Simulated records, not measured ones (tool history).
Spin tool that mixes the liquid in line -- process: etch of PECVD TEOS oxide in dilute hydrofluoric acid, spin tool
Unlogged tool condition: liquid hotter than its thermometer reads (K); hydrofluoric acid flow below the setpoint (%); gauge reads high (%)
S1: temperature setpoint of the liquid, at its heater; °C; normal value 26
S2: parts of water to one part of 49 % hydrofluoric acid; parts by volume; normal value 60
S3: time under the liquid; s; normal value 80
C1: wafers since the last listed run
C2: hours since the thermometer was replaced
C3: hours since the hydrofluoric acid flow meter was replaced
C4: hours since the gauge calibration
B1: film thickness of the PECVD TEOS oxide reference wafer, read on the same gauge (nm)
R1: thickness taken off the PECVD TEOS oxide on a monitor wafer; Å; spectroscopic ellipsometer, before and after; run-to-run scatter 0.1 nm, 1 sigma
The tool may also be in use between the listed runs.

Run 1, hour 0: usual settings; C1 0; C2 630.3; C3 1489.7; C4 543.3; B1 150.01. Result: R1 181.2 Å.
Run 2, hour 208.9: usual settings; C1 2197; C2 839.2; C3 1698.6; C4 752.2; B1 149.98. Result: R1 181.8 Å.
Run 3, hour 248.1: usual settings but S2 40 parts by volume; C1 412; C2 878.4; C3 1737.8; C4 791.4; B1 149.98. Result: R1 281.3 Å.
Run 4, hour 308.8: usual settings; C1 638; C2 939.1; C3 1798.5; C4 852.1; B1 149.99. Result: R1 181.4 Å.
Run 5, hour 372.4: usual settings; C1 669; C2 1002.7; C3 1862.1; C4 915.7; B1 149.98. Result: R1 181.6 Å.
Run 6, hour 496.7: usual settings; C1 1307; C2 1127; C3 1986.4; C4 1040; B1 149.99. Result: R1 181.7 Å.
Run 7, hour 529.3: usual settings; C1 342; C2 1159.6; C3 2019; C4 1072.6; B1 150. Result: R1 182.2 Å.
Run 8, hour 592.3: usual settings; C1 662; C2 1222.6; C3 2082; C4 1135.6; B1 150.01. Result: R1 181 Å.
Run 9, hour 632.7: usual settings; C1 425; C2 1263; C3 2122.4; C4 1176; B1 150.01. Result: R1 180.7 Å.
Run 10, hour 695.2: usual settings; C1 657; C2 1325.5; C3 2184.9; C4 1238.5; B1 150. Result: R1 182.6 Å.
Run 11, hour 751.7: usual settings; C1 594; C2 1382; C3 2241.4; C4 1295; B1 150.04. Result: R1 180.9 Å.
Run 12, hour 814.5: usual settings; C1 660; C2 1444.8; C3 2304.2; C4 1357.8; B1 149.99. Result: R1 181.1 Å.
At hour 858.6: hydrofluoric acid flow meter replaced.
Run 13, hour 860.5: usual settings; C1 473; C2 1490.8; C3 1.9; C4 1403.8; B1 150.01. Result: R1 176.2 Å.
Run 14, hour 925.3: usual settings; C1 681; C2 1555.6; C3 66.7; C4 1468.6; B1 150.02. Result: R1 177 Å.
Run 15, hour 996.9: usual settings but S2 45 parts by volume; C1 753; C2 1627.2; C3 138.3; C4 1540.2; B1 149.98. Result: R1 238.4 Å.
Run 16, hour 1023.1: usual settings but S1 29 °C, S2 75 parts by volume; C1 275; C2 1653.4; C3 164.5; C4 1566.4; B1 150.03. Result: R1 154.6 Å.
At hour 1037.7: gauge calibrated.
Run 17, hour 1055.5: usual settings but S2 85 parts by volume; C1 340; C2 1685.8; C3 196.9; C4 17.8; B1 149.99. Result: R1 119.8 Å.
Run 18, hour 1126.8: usual settings but S1 27.5 °C, S2 80 parts by volume; C1 750; C2 1757.1; C3 268.2; C4 89.1; B1 150.03. Result: R1 135.7 Å.
Run 19, hour 1158.7: usual settings but S1 23 °C, S3 100 s; C1 335; C2 1789; C3 300.1; C4 121; B1 150.02. Result: R1 193.3 Å.
Run 20, hour 1201: usual settings but S1 21.5 °C, S2 80 parts by volume, S3 50 s; C1 445; C2 1831.3; C3 342.4; C4 163.3; B1 150.01. Result: R1 66.1 Å.
At hour 1227.3: thermometer replaced.
At hour 1245.9: hydrofluoric acid flow meter replaced, repeated, since the last time left the tool worse.
Run 21, hour 1246.8: usual settings but S2 35 parts by volume, S3 105 s; C1 460; C2 19.5; C3 0.9; C4 209.1; B1 149.97. Result: R1 435.3 Å.
Run 22, hour 1318: usual settings but S1 30.5 °C, S2 75 parts by volume, S3 125 s; C1 749; C2 90.7; C3 72.1; C4 280.3; B1 149.96. Result: R1 274.3 Å.
Run 23, hour 1349.5: usual settings; C1 331; C2 122.2; C3 103.6; C4 311.8; B1 149.99. Result: R1 185.1 Å.
Run 24, hour 1382.7: usual settings but S1 28 °C, S2 85 parts by volume, S3 40 s; C1 349; C2 155.4; C3 136.8; C4 345; B1 150.02. Result: R1 69.1 Å.
Run 25, hour 1502.5: usual settings but S1 23 °C, S3 100 s; C1 1260; C2 275.2; C3 256.6; C4 464.8; B1 149.96. Result: R1 206.8 Å.
Run 26, hour 1532.3: usual settings but S1 30.5 °C, S3 35 s; C1 313; C2 305; C3 286.4; C4 494.6; B1 150.04. Result: R1 96.7 Å.

The next listed run, before its measurement:
Run 27, hour 1561.9: usual settings but S1 24.5 °C, S2 75 parts by volume, S3 50 s; C1 311; C2 334.6; C3 316; C4 524.2; B1 ?. Result: R1 ?.

Run 27 came out at B1 150, R1 85.9 Å.
Minus the tool's unlogged condition, the same run would have read R1 86.3 Å.
